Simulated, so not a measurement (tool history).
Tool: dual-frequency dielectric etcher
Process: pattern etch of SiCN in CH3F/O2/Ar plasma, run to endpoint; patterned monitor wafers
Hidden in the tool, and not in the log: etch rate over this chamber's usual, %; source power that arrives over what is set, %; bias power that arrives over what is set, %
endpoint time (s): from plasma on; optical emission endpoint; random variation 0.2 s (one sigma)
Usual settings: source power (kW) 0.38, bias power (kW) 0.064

run,hour,source power (kW),bias power (kW),wafers since the last listed run,hours since the last wet clean,hours since the last source power generator calibration,hours since the last bias power generator calibration,hours since the last upper electrode change,"incoming incoming film thickness, nm",endpoint time (s)
1,0,0.38,0.069,0,497.8,3264.3,1548.9,2312.7,13.54,36.3
2,8.2,0.38,0.069,105,506,3272.5,1557.1,2320.9,13.3,35.2
3,24.7,0.34,0.064,212,522.5,3289,1573.6,2337.4,13.36,37.9
4,35.3,0.34,0.064,136,533.1,3299.6,1584.2,2348,13.3,37.5
5,45.1,0.34,0.064,126,542.9,3309.4,1594,2357.8,13.41,38
6,58.4,0.38,0.064,171,556.2,3322.7,1607.3,2371.1,13.43,36.1
7,67.8,0.38,0.064,120,565.6,3332.1,1616.7,2380.5,13.5,36.5
8,81.4,0.38,0.064,175,579.2,3345.7,1630.3,2394.1,13.41,36
9,93.9,0.38,0.064,160,591.7,3358.2,1642.8,2406.6,13.35,36.1
10,104.7,0.38,0.064,138,602.5,3369,1653.6,2417.4,13.5,36.8
11,118.8,0.38,0.064,181,616.6,3383.1,1667.7,2431.5,13.39,36.3
12,127.3,0.38,0.064,109,625.1,3391.6,1676.2,2440,13.4,36.3
13,134.8,0.38,0.064,96,632.6,3399.1,1683.7,2447.5,13.45,36.2
14,143.4,0.38,0.064,110,641.2,3407.7,1692.3,2456.1,13.36,35.9
15,161.2,0.31,0.064,229,659,3425.5,1710.1,2473.9,13.38,39.5
16,176.3,0.31,0.064,194,674.1,3440.6,1725.2,2489,13.39,39
# hour 201.1: wet clean of the chamber
17,201.6,0.38,0.052,16,0.5,3465.9,1750.5,2514.3,13.46,37.5
18,201.9,0.48,0.058,3,0.8,3466.2,1750.8,2514.6,13.33,32.4
19,213,0.38,0.064,142,11.9,3477.3,1761.9,2525.7,13.37,35.4
# hour 229.6: bias power generator calibrated
20,230.1,0.41,0.08,168,29,3494.4,0.5,2542.8,13.38,31.9
# hour 261.9: source power generator calibrated
# hour 293.6: wet clean of the chamber, repeated, since the last time left the tool worse
# hour 308.3: upper electrode replaced
21,308.8,0.31,0.052,463,15.2,46.9,79.2,0.5,13.28,42.7
22,309.1,0.38,0.079,3,15.5,47.2,79.5,0.8,13.38,35.2
23,309.4,0.44,0.07,3,15.8,47.5,79.8,1.1,13.38,34.4
24,312.3,0.38,0.064,37,18.7,50.4,82.7,4,13.38,37.2
25,326.8,0.45,0.064,186,33.2,64.9,97.2,18.5,13.5,35
26,333.7,0.38,0.064,88,40.1,71.8,104.1,25.4,13.36,37.2
27,346.7,0.38,0.064,167,53.1,84.8,117.1,38.4,13.4,37.4
28,353.6,0.38,0.053,88,60,91.7,124,45.3,13.32,39.1
29,369,0.31,0.071,198,75.4,107.1,139.4,60.7,13.42,39.6
30,380.6,0.38,0.064,149,87,118.7,151,72.3,13.48,37.8
31,424.8,0.38,0.064,568,131.2,162.9,195.2,116.5,13.45,37.4
32,431.9,0.34,0.052,91,138.3,170,202.3,123.6,13.42,40.7
33,443.2,0.38,0.069,145,149.6,181.3,213.6,134.9,13.5,36.7
34,453.3,0.28,0.072,129,159.7,191.4,223.7,145,13.39,40.9

Some steps in endpoint time (s) between neighbouring runs. How much of each would the tool show without its hidden state too (settings, what came in, random variation), and how much is left for the hidden state, with any gauge scatter that isn't in both results?
Run 16 -> 17: source power (kW) 0.31 -> 0.38, bias power (kW) 0.064 -> 0.052, wet clean of the chamber. endpoint time (s) -1.5: hidden state -0.8, all else -0.7.
Run 17 -> 18: source power (kW) 0.38 -> 0.48, bias power (kW) 0.052 -> 0.058. endpoint time (s) -5.1: hidden state +0.3, all else -5.4.
Run 20 -> 21: source power (kW) 0.41 -> 0.31, bias power (kW) 0.08 -> 0.052, source power generator calibrated, wet clean of the chamber, repeated, since the last time left the tool worse, upper electrode replaced. endpoint time (s) +10.8: hidden state +2, all else +8.8.
Run 21 -> 22: source power (kW) 0.31 -> 0.38, bias power (kW) 0.052 -> 0.079. endpoint time (s) -7.5: hidden state +0, all else -7.5.

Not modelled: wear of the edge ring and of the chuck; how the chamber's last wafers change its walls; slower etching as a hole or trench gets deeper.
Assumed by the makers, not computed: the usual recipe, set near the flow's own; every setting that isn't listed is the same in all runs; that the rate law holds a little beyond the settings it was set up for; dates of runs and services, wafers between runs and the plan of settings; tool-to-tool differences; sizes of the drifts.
